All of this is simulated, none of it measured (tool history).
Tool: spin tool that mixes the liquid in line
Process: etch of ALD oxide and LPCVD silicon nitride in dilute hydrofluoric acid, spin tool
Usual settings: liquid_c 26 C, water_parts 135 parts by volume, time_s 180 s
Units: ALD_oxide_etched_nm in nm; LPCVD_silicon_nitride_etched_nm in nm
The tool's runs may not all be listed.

run	hour	liquid_c	water_parts	time_s	wafers since the last listed run	hours since the thermometer was replaced	hours since the hydrofluoric acid flow meter was replaced	hours since the gauge calibration	read-back film thickness of the ALD oxide reference wafer, read on the same gauge (nm)	read-back film thickness of the LPCVD silicon nitride reference wafer, read on the same gauge (nm)	ALD_oxide_etched_nm	LPCVD_silicon_nitride_etched_nm
1	0	26	165	180	0	1029.9	1332.8	54.7	70.01	130.003	18.99	0.657
2	25.9	26	135	180	146	1055.8	1358.7	80.6	70	129.985	24.11	0.762
3	47.5	26	135	180	122	1077.4	1380.3	102.2	70.01	130.003	24.4	0.742
4	65.3	26	135	180	100	1095.2	1398.1	120	69.96	129.995	23.98	0.773
5	77.6	26	135	180	69	1107.5	1410.4	132.3	69.96	130.009	24.1	0.828
6	91.5	26	135	180	78	1121.4	1424.3	146.2	70.01	130.01	23.81	0.818
7	104	26	135	180	70	1133.9	1436.8	158.7	69.99	130.019	24.13	0.748
8	138.7	26	135	180	196	1168.6	1471.5	193.4	69.99	130.009	24.07	0.845
# hour 156.9: hydrofluoric acid flow meter replaced
9	157.4	26	135	220	100	1187.3	0.5	212.1	69.95	129.998	29.61	1.001
10	191.9	26	135	220	195	1221.8	35	246.6	70.02	130.001	29.42	0.937
11	204.4	26	135	180	70	1234.3	47.5	259.1	69.94	129.991	24.45	0.776
# hour 216.5: thermometer replaced
# hour 217.7: gauge calibrated
12	218.4	22.5	170	275	73	1.9	61.5	0.7	70.03	129.98	26.48	0.789
13	233.9	26	135	270	87	17.4	77	16.2	70	130.006	38.46	1.291
14	251.3	30	135	85	98	34.8	94.4	33.6	70.03	129.993	13.85	0.54
15	266.5	28	175	125	86	50	109.6	48.8	70.02	130.018	13.87	0.513
# hour 285.7: thermometer replaced, repeated, since the last time left the tool worse
16	300	22	115	210	184	14.3	143.1	82.3	70.03	129.979	27.11	0.774
17	316.3	24.5	160	275	92	30.6	159.4	98.6	70	130.018	27.26	0.804
18	344.2	26	135	180	158	58.5	187.3	126.5	69.99	129.988	22.65	0.693
19	373.9	30	160	140	168	88.2	217	156.2	70.01	130.015	16.82	0.569
20	393.1	23.5	180	180	108	107.4	236.2	175.4	70.01	129.981	14.82	0.416
21	427	24	110	80	192	141.3	270.1	209.3	70.04	129.992	11.97	0.343

Forecast each of these 3 alternatives for the next run:
A	427.5	26	185	180	2	141.8	270.6	209.8	?	?	?	?
B	427.5	23	115	100	2	141.8	270.6	209.8	?	?	?	?
C	427.5	29	135	180	2	141.8	270.6	209.8	?	?	?	?

run	read-back film thickness of the ALD oxide reference wafer, read on the same gauge (nm)	read-back film thickness of the LPCVD silicon nitride reference wafer, read on the same gauge (nm)	ALD_oxide_etched_nm	LPCVD_silicon_nitride_etched_nm
A	70.03	130.016	15.73	0.552
B	70.03	130.016	13.62	0.406
C	70.03	130.016	25.58	0.913
Without the tool's hidden state the same runs would have given:
run	ALD_oxide_etched_nm	LPCVD_silicon_nitride_etched_nm
A	15.52	0.539
B	13.42	0.396
C	25.24	0.892

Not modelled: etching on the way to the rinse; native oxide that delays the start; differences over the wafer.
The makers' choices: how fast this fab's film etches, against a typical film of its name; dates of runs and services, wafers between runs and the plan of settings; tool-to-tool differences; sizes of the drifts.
